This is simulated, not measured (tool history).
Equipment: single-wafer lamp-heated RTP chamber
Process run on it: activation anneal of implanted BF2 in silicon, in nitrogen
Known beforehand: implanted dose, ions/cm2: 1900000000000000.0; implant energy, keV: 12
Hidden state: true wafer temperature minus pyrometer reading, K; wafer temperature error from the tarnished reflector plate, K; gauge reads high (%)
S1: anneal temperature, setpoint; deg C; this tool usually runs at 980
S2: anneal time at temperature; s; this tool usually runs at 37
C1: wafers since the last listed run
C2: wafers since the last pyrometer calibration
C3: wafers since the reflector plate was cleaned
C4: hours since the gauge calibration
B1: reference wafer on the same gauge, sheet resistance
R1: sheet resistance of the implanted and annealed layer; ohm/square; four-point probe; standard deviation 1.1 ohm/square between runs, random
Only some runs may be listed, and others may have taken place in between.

run,day,S1,S2,C1,C2,C3,C4,B1,R1
1,0,980,37,0,173,7135,82.1,286.3,241.31
2,0.983,980,37,294,467,7429,105.7,285.44,243.31
3,1.671,980,37,205,673,7635,122.2,285.84,240.75
4,3.083,980,37,422,1096,8058,156.1,286.13,243.9
# day 4.192: gauge calibrated
5,4.421,980,37,400,1496,8458,5.5,286.43,240.18
6,5.312,980,25,266,1763,8725,26.9,285.88,263.77
7,5.888,980,37,172,1935,8897,40.7,285.46,243.33
8,6.438,999,19,164,2099,9061,53.9,286.6,231.27
9,7.933,955,37,447,2547,9509,89.8,285.87,312.63
# day 8.679: pyrometer window cleaned and pyrometer calibrated
10,8.7,980,37,129,6,9639,108.2,286.39,242.02
11,9.108,968,16,122,128,9761,118,286.35,316.35
12,10.162,960,57,315,443,10076,143.3,286.23,275.93
# day 11.354: reflector plate cleaned
# day 11.467: gauge calibrated
13,11.842,980,37,402,846,145,9,285.83,242.05
14,13.292,953,43,433,1280,579,43.8,286.14,312.53
15,14.554,1003,37,377,1658,957,74.1,286.12,186.86

5 options for the next run, each taken on its own from the tool as it stands now. Forecast them:
A,14.571,980,37,4,1663,962,74.5,?,?
B,14.571,961,15,4,1663,962,74.5,?,?
C,14.571,1002,37,4,1663,962,74.5,?,?
D,14.571,1006,54,4,1663,962,74.5,?,?
E,14.571,966,52,4,1663,962,74.5,?,?

run,B1,R1
A,286.02,243.03
B,286.02,339.96
C,286.02,189.56
D,286.02,163.67
E,286.02,262.6
Without the tool's hidden state the same runs would have given:
run,R1
A,243.03
B,339.96
C,189.56
D,163.67
E,262.6
